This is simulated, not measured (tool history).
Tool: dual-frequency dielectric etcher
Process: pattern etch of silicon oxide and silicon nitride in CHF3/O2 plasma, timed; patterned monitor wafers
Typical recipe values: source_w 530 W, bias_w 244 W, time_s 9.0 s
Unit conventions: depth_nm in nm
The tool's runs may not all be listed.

| run | hour | source_w | bias_w | time_s | read-back reference wafer on the same gauge, depth_nm | depth_nm |
|---|---|---|---|---|---|---|
| 1 | 0.0 | 530 | 244 | 9.0 | 13.81 | 14.59 |
|  | 88.6 | wet clean of the chamber |
|  | 144.2 | source power generator calibrated |
| 2 | 163.3 | 530 | 278 | 9.0 | 13.79 | 14.98 |
| 3 | 194.7 | 530 | 278 | 9.0 | 13.79 | 15.09 |
| 4 | 255.8 | 530 | 278 | 9.0 | 13.80 | 14.90 |
| 5 | 285.3 | 530 | 244 | 9.0 | 13.81 | 14.31 |
| 6 | 350.1 | 530 | 244 | 9.0 | 13.80 | 14.35 |
| 7 | 418.2 | 440 | 301 | 8.5 | 13.79 | 13.77 |
| 8 | 448.8 | 530 | 244 | 9.0 | 13.81 | 14.42 |
| 9 | 491.3 | 530 | 244 | 9.0 | 13.79 | 14.55 |
| 10 | 551.9 | 530 | 293 | 9.0 | 13.81 | 15.59 |
| 11 | 620.5 | 530 | 244 | 8.5 | 13.79 | 13.82 |
|  | 627.5 | bias power generator calibrated |
| 12 | 660.4 | 530 | 244 | 9.0 | 13.80 | 14.27 |
|  | 696.8 | upper electrode replaced |
|  | 696.9 | wet clean of the chamber |
| 13 | 711.8 | 530 | 244 | 9.0 | 13.80 | 13.78 |
| 14 | 740.1 | 460 | 195 | 11.0 | 13.80 | 14.69 |
| 15 | 770.6 | 530 | 183 | 8.0 | 13.79 | 10.95 |
| 16 | 813.8 | 650 | 244 | 9.5 | 13.79 | 15.87 |
| 17 | 856.7 | 600 | 229 | 10.5 | 13.81 | 16.54 |
| 18 | 916.8 | 570 | 220 | 9.0 | 13.79 | 13.77 |
| 19 | 969.2 | 440 | 265 | 10.0 | 13.80 | 15.09 |
|  | 979.1 | gauge calibrated |
| 20 | 1026.9 | 530 | 244 | 9.0 | 13.80 | 14.10 |
| 21 | 1087.0 | 640 | 244 | 10.5 | 13.80 | 17.71 |
| 22 | 1145.5 | 470 | 244 | 11.5 | 13.80 | 17.36 |
| 23 | 1199.1 | 610 | 220 | 7.5 | 13.80 | 12.03 |
| 24 | 1240.5 | 570 | 285 | 9.0 | 13.81 | 15.64 |
|  | 1285.1 | wet clean of the chamber |
| 25 | 1285.6 | 650 | 198 | 10.0 | 13.80 | 15.13 |
| 26 | 1311.5 | 530 | 244 | 9.0 | 13.81 | 13.73 |
| 27 | 1379.6 | 570 | 286 | 9.0 | 13.81 | 15.11 |
| 28 | 1405.4 | 450 | 200 | 7.5 | 13.80 | 10.08 |
| 29 | 1430.8 | 530 | 244 | 9.0 | 13.81 | 13.90 |
| 30 | 1459.2 | 530 | 244 | 9.0 | 13.81 | 13.83 |

For each run, what was the tool's unlogged condition?
source power that arrives over what is set, %: 0 across all the runs
gauge reads high (%): 0 across all the runs
H1: etch rate over this chamber's usual, %
H2: bias power that arrives over what is set, %
| run | H1 | H2 |
|---|---|---|
| 1 | 3.3 | 4.97 |
| 2 | 0.627 | 5.26 |
| 3 | 0.822 | 5.32 |
| 4 | 1.2 | 5.42 |
| 5 | 1.39 | 5.47 |
| 6 | 1.79 | 5.59 |
| 7 | 2.21 | 5.71 |
| 8 | 2.41 | 5.76 |
| 9 | 2.67 | 5.84 |
| 10 | 3.05 | 5.94 |
| 11 | 3.47 | 6.06 |
| 12 | 3.72 | 0.0857 |
| 13 | -0.244 | 0.176 |
| 14 | -0.0673 | 0.225 |
| 15 | 0.123 | 0.279 |
| 16 | 0.392 | 0.355 |
| 17 | 0.659 | 0.43 |
| 18 | 1.03 | 0.535 |
| 19 | 1.36 | 0.627 |
| 20 | 1.72 | 0.728 |
| 21 | 2.09 | 0.833 |
| 22 | 2.46 | 0.936 |
| 23 | 2.79 | 1.03 |
| 24 | 3.05 | 1.1 |
| 25 | -0.905 | 1.18 |
| 26 | -0.744 | 1.23 |
| 27 | -0.32 | 1.35 |
| 28 | -0.159 | 1.39 |
| 29 | -0.000764 | 1.44 |
| 30 | 0.176 | 1.49 |
